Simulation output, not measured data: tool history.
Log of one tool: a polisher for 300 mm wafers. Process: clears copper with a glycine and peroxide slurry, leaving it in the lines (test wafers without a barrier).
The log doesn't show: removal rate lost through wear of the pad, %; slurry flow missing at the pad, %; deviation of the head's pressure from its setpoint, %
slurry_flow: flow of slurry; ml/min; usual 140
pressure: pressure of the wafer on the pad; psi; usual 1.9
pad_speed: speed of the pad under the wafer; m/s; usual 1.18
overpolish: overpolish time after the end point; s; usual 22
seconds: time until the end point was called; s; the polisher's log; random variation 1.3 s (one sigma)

run	hour	slurry_flow	pressure	pad_speed	overpolish	wafers since the last listed run	wafers polished on this pad	hours since the slurry nozzle was cleaned	hours since the head pressure was calibrated	incoming thickness of the incoming film, nm	seconds
1	0.0	140	1.9	1.18	22	0	505	363.9	437.5	508.2	106.9
2	15.2	140	1.9	1.18	22	145	650	379.1	452.7	493.9	101.4
3	26.6	155	2.2	1.18	22	109	759	390.5	464.1	497.1	88.6
# hour 47.5: worn pad replaced by a new one
4	48.0	155	2.2	1.18	22	166	5	411.9	485.5	500.2	88.5
5	50.3	155	2.2	1.18	22	22	27	414.2	487.8	498.5	93.6
6	56.9	140	1.9	1.18	22	63	90	420.8	494.4	495.1	103.0
7	65.7	140	1.9	1.18	22	84	174	429.6	503.2	505.9	105.2
8	87.2	140	1.4	1.18	22	205	380	451.1	524.7	492.9	131.2
9	100.8	140	1.9	1.18	22	130	510	464.7	538.3	495.9	103.8
# hour 115.9: slurry nozzle cleaned
10	117.8	140	1.9	1.18	15	153	663	1.9	555.3	500.0	103.9
11	128.1	140	1.9	1.18	15	98	762	12.2	565.6	503.6	103.4
# hour 145.6: worn pad replaced by a new one
12	146.1	185	2.4	1.18	18	134	4	30.2	583.6	495.7	84.4
13	155.0	185	2.5	0.98	26	85	89	39.1	592.5	496.3	91.6
14	168.0	140	1.9	1.18	13	124	214	52.1	605.5	500.7	101.9
15	183.7	140	1.9	1.18	22	150	364	67.8	621.2	495.5	103.1
16	195.0	140	1.9	1.04	22	108	472	79.1	632.5	505.1	116.2
# hour 203.8: head pressure recalibrated
# hour 237.7: worn pad replaced by a new one
17	241.7	140	1.7	1.18	11	389	38	125.8	37.9	496.9	111.8
18	252.1	140	1.9	1.18	14	99	138	136.2	48.3	503.0	105.4
19	265.6	140	1.9	1.54	22	129	267	149.7	61.8	495.2	86.4
20	272.4	140	1.9	1.18	22	65	332	156.5	68.6	501.2	106.9
21	288.7	115	1.9	1.18	22	156	488	172.8	84.9	509.7	112.5
22	298.0	140	1.7	1.34	22	89	577	182.1	94.2	497.4	103.9
23	304.7	110	1.9	1.18	22	64	641	188.8	100.9	499.7	109.3

How the hidden state differs across the entries between the runs, from the last listed run before each to the first after it:
Between runs 3 and 4: worn pad replaced by a new one (hour 47.5)
  no hidden state differs between the two runs
Between runs 9 and 10: slurry nozzle cleaned (hour 115.9)
  no hidden state differs between the two runs
Between runs 11 and 12: worn pad replaced by a new one (hour 145.6)
  no hidden state differs between the two runs
Between runs 16 and 17: head pressure recalibrated (hour 203.8); worn pad replaced by a new one (hour 237.7)
  no hidden state differs between the two runs
